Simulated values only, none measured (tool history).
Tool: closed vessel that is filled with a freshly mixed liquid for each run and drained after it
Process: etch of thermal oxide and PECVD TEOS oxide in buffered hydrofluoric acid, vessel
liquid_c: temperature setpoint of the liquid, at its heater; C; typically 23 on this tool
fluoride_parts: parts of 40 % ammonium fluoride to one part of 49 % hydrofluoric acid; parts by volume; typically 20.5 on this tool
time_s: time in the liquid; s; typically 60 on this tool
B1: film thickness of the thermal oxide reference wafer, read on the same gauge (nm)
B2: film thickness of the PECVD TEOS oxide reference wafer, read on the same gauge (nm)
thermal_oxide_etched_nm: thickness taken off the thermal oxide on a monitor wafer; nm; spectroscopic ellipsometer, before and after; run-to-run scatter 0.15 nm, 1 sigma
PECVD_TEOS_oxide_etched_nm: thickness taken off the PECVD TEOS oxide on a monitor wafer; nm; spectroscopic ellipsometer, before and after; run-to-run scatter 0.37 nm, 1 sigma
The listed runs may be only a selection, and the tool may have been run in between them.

{"run": 1, "day": 0.0, "liquid_c": 23, "fluoride_parts": 20.5, "time_s": 60, "B1": 139.99, "B2": 139.99, "thermal_oxide_etched_nm": 25.73, "PECVD_TEOS_oxide_etched_nm": 37.14}
{"run": 2, "day": 7.158, "liquid_c": 23, "fluoride_parts": 20.5, "time_s": 60, "B1": 140, "B2": 140.01, "thermal_oxide_etched_nm": 25.64, "PECVD_TEOS_oxide_etched_nm": 36.52}
{"run": 3, "day": 10.05, "liquid_c": 23, "fluoride_parts": 20.5, "time_s": 60, "B1": 140.03, "B2": 139.99, "thermal_oxide_etched_nm": 25.42, "PECVD_TEOS_oxide_etched_nm": 36.77}
{"run": 4, "day": 12.475, "liquid_c": 23, "fluoride_parts": 20.5, "time_s": 30, "B1": 139.99, "B2": 140.01, "thermal_oxide_etched_nm": 12.75, "PECVD_TEOS_oxide_etched_nm": 18.33}
{"run": 5, "day": 13.754, "liquid_c": 23, "fluoride_parts": 25, "time_s": 60, "B1": 140.01, "B2": 139.98, "thermal_oxide_etched_nm": 22.13, "PECVD_TEOS_oxide_etched_nm": 31.37}
{"run": 6, "day": 14.946, "liquid_c": 23, "fluoride_parts": 25, "time_s": 60, "B1": 140.01, "B2": 140.01, "thermal_oxide_etched_nm": 22.18, "PECVD_TEOS_oxide_etched_nm": 31.2}
{"day": 16.908, "done": "hydrofluoric acid flow meter replaced"}
{"day": 17.529, "done": "thermometer replaced"}
{"run": 7, "day": 17.842, "liquid_c": 23, "fluoride_parts": 24, "time_s": 60, "B1": 139.99, "B2": 140, "thermal_oxide_etched_nm": 25.02, "PECVD_TEOS_oxide_etched_nm": 35.61}
{"run": 8, "day": 19.642, "liquid_c": 23, "fluoride_parts": 20.5, "time_s": 30, "B1": 140, "B2": 140, "thermal_oxide_etched_nm": 14.01, "PECVD_TEOS_oxide_etched_nm": 19.65}
{"run": 9, "day": 21.588, "liquid_c": 23, "fluoride_parts": 13, "time_s": 60, "B1": 140.03, "B2": 140, "thermal_oxide_etched_nm": 42.43, "PECVD_TEOS_oxide_etched_nm": 60.31}
{"day": 23.442, "done": "gauge calibrated"}
{"run": 10, "day": 23.783, "liquid_c": 20, "fluoride_parts": 14.5, "time_s": 90, "B1": 139.98, "B2": 140.01, "thermal_oxide_etched_nm": 49.12, "PECVD_TEOS_oxide_etched_nm": 69.74}
{"run": 11, "day": 25.396, "liquid_c": 23, "fluoride_parts": 25, "time_s": 60, "B1": 140.01, "B2": 140, "thermal_oxide_etched_nm": 24.21, "PECVD_TEOS_oxide_etched_nm": 34.62}
{"run": 12, "day": 27.004, "liquid_c": 23, "fluoride_parts": 20.5, "time_s": 35, "B1": 139.95, "B2": 140, "thermal_oxide_etched_nm": 16.06, "PECVD_TEOS_oxide_etched_nm": 23.06}

Forecast run 13:
{"run": 13, "day": 29.921, "liquid_c": 18, "fluoride_parts": 17.5, "time_s": 45, "B1": "?", "B2": "?", "thermal_oxide_etched_nm": "?", "PECVD_TEOS_oxide_etched_nm": "?"}

B1: 140
B2: 139.99
thermal_oxide_etched_nm: 18.01 nm
PECVD_TEOS_oxide_etched_nm: 25.77 nm
Without the tool's hidden state the same run would have given thermal_oxide_etched_nm 18.7 nm, PECVD_TEOS_oxide_etched_nm 26.76 nm.
